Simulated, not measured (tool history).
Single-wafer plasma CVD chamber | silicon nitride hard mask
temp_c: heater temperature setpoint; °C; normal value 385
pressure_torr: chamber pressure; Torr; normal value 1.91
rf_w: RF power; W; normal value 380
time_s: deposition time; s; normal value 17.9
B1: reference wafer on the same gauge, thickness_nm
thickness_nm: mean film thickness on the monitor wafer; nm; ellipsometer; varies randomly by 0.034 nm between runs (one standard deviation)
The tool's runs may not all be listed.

Run 1, hour 0: usual settings but time_s 15.3 s; B1 24.607. Result: thickness_nm 18.814 nm.
Run 2, hour 28: usual settings but time_s 15.3 s; B1 24.597. Result: thickness_nm 18.804 nm.
Run 3, hour 56.1: usual settings but time_s 15.3 s; B1 24.6. Result: thickness_nm 18.8 nm.
Run 4, hour 89: usual settings; B1 24.602. Result: thickness_nm 21.985 nm.
Run 5, hour 134.5: usual settings; B1 24.599. Result: thickness_nm 21.9 nm.
Run 6, hour 152.7: usual settings but time_s 19.5 s; B1 24.602. Result: thickness_nm 23.866 nm.
Run 7, hour 186.6: usual settings but time_s 19.5 s; B1 24.605. Result: thickness_nm 23.838 nm.
Run 8, hour 199.3: usual settings but time_s 19.5 s; B1 24.608. Result: thickness_nm 23.889 nm.
Run 9, hour 223.5: usual settings but rf_w 325 W, time_s 20.6 s; B1 24.6. Result: thickness_nm 22.076 nm.
At hour 224.4: gauge calibrated.
At hour 235.5: RF generator calibrated.
Run 10, hour 246.9: usual settings; B1 24.598. Result: thickness_nm 22.727 nm.
Run 11, hour 266.9: usual settings; B1 24.599. Result: thickness_nm 22.718 nm.
Run 12, hour 285.8: usual settings; B1 24.603. Result: thickness_nm 22.741 nm.
Run 13, hour 299.4: usual settings; B1 24.596. Result: thickness_nm 22.771 nm.
Run 14, hour 313.2: usual settings but temp_c 397 °C, pressure_torr 2.14 Torr; B1 24.607. Result: thickness_nm 23.322 nm.
Run 15, hour 325.6: usual settings but time_s 20.8 s; B1 24.614. Result: thickness_nm 26.332 nm.
Run 16, hour 342.6: usual settings; B1 24.608. Result: thickness_nm 22.71 nm.
Run 17, hour 367.5: usual settings but temp_c 371 °C, pressure_torr 1.54 Torr, rf_w 420 W, time_s 21.1 s; B1 24.594. Result: thickness_nm 27.502 nm.
Run 18, hour 395: usual settings but time_s 20.9 s; B1 24.598. Result: thickness_nm 26.524 nm.
At hour 412.4: showerhead replaced.
At hour 419.4: capacitance manometer re-zeroed and calibrated.
Run 19, hour 430.4: usual settings but pressure_torr 1.61 Torr; B1 24.601. Result: thickness_nm 21.456 nm.
At hour 453.6: thermocouple changed; heater temperature recalibrated.
Run 20, hour 454.1: usual settings but temp_c 397 °C, pressure_torr 1.62 Torr, rf_w 330 W, time_s 19.1 s; B1 24.607. Result: thickness_nm 20.373 nm.
Run 21, hour 477.1: usual settings; B1 24.607. Result: thickness_nm 22.425 nm.
Run 22, hour 506.1: usual settings but rf_w 310 W; B1 24.588. Result: thickness_nm 18.983 nm.
Run 23, hour 536.2: usual settings; B1 24.596. Result: thickness_nm 22.448 nm.
Run 24, hour 558.2: usual settings but temp_c 375 °C, pressure_torr 2.26 Torr, time_s 21 s; B1 24.602. Result: thickness_nm 27.409 nm.
Run 25, hour 570.8: usual settings; B1 24.598. Result: thickness_nm 22.413 nm.
Run 26, hour 583.2: usual settings but pressure_torr 1.59 Torr; B1 24.61. Result: thickness_nm 21.456 nm.

Results per run with the tool's hidden condition removed, run-to-run variation unchanged:
Unlogged tool condition in this case: wafer temperature above the value expected at the setpoint (K); delivered RF power above the setpoint (%); true pressure above the setpoint (%); gauge reads high (%).
run  thickness_nm
  1        19.119
  2        19.126
  3        19.141
  4        22.408
  5        22.357
  6         24.38
  7        24.382
  8        24.446
  9        22.669
 10        22.401
 11        22.391
 12        22.413
 13        22.442
 14        22.995
 15        25.952
 16        22.382
 17        27.059
 18        26.142
 19        21.485
 20        20.392
 21         22.43
 22         18.98
 23        22.424
 24        27.379
 25        22.374
 26         21.41

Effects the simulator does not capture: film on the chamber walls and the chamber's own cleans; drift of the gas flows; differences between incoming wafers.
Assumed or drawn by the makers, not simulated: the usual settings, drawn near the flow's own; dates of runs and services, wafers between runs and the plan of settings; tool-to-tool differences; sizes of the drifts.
